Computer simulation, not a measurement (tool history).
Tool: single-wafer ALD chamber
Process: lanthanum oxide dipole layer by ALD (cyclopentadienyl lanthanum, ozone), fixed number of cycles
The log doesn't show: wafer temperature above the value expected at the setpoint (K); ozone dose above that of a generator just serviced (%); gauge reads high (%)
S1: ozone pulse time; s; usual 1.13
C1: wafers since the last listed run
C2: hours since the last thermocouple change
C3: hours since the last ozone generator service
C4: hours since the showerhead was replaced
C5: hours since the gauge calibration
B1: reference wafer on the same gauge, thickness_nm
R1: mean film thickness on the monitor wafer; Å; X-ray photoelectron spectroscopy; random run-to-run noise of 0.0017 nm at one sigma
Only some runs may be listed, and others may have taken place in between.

run	day	S1	C1	C2	C3	C4	C5	B1	R1
1	0	1.13	0	876.6	86.7	7211.5	1116.5	0.538	5.52
2	3.096	1.13	1678	950.9	161	7285.8	1190.8	0.538	5.51
3	11.412	1.13	4509	1150.5	360.6	7485.4	1390.4	0.538	5.53
4	14.75	1.13	1809	1230.6	440.7	7565.5	1470.5	0.537	5.52
5	18.688	1.13	2135	1325.1	535.2	7660	1565	0.538	5.5
6	22.521	1.13	2078	1417.1	627.2	7752	1657	0.537	5.5
# day 23.388: showerhead replaced
7	24.767	1.33	1037	1471	681.1	33.1	1710.9	0.537	5.77
8	29.488	1.33	2559	1584.3	794.4	146.4	1824.2	0.537	5.72
9	32.621	1.33	1699	1659.5	869.6	221.6	1899.4	0.537	5.74
10	34.471	1.13	1003	1703.9	914	266	1943.8	0.536	5.49
11	35.971	1.13	813	1739.9	950	302	1979.8	0.537	5.47
12	39.562	1.13	1947	1826.1	1036.2	388.2	2066	0.537	5.5
13	43.3	0.99	2026	1915.8	1125.9	477.9	2155.7	0.536	5.26
14	46.767	1.13	1879	1999	1209.1	561.1	2238.9	0.536	5.49
15	49.55	1.13	1509	2065.8	1275.9	627.9	2305.7	0.537	5.49
# day 50.125: gauge calibrated
16	54.004	1	2415	2172.7	1382.8	734.8	93.1	0.546	5.35
17	56.492	0.95	1348	2232.4	1442.5	794.5	152.8	0.546	5.27
# day 58.096: thermocouple changed; heater temperature recalibrated
# day 58.317: ozone generator serviced
18	60.15	0.92	1684	49.3	44	882.3	240.6	0.544	5.18
19	62.558	1.29	1305	107.1	101.8	940.1	298.4	0.543	5.77
20	66.392	1.13	2078	199.1	193.8	1032.1	390.4	0.542	5.55
21	69.05	1.51	1441	262.9	257.6	1095.9	454.2	0.542	5.92
22	71.75	0.8	1464	327.7	322.4	1160.7	519	0.542	4.83
23	75.638	1.56	2108	421	415.7	1254	612.3	0.541	5.9
24	77.512	1.13	1016	466	460.7	1299	657.3	0.541	5.54

Forecast each of these 5 alternatives for the next run:
A	77.529	1.13	9	466.4	461.1	1299.4	657.7	?	?
B	77.529	0.69	9	466.4	461.1	1299.4	657.7	?	?
C	77.529	0.7	9	466.4	461.1	1299.4	657.7	?	?
D	77.529	1.36	9	466.4	461.1	1299.4	657.7	?	?
E	77.529	0.89	9	466.4	461.1	1299.4	657.7	?	?

run	B1	R1
A	0.541	5.55
B	0.541	4.46
C	0.541	4.5
D	0.541	5.81
E	0.541	5.09
With the hidden condition removed and each run's random variation left untouched, the same runs would have given:
run	R1
A	5.61
B	4.51
C	4.55
D	5.87
E	5.15
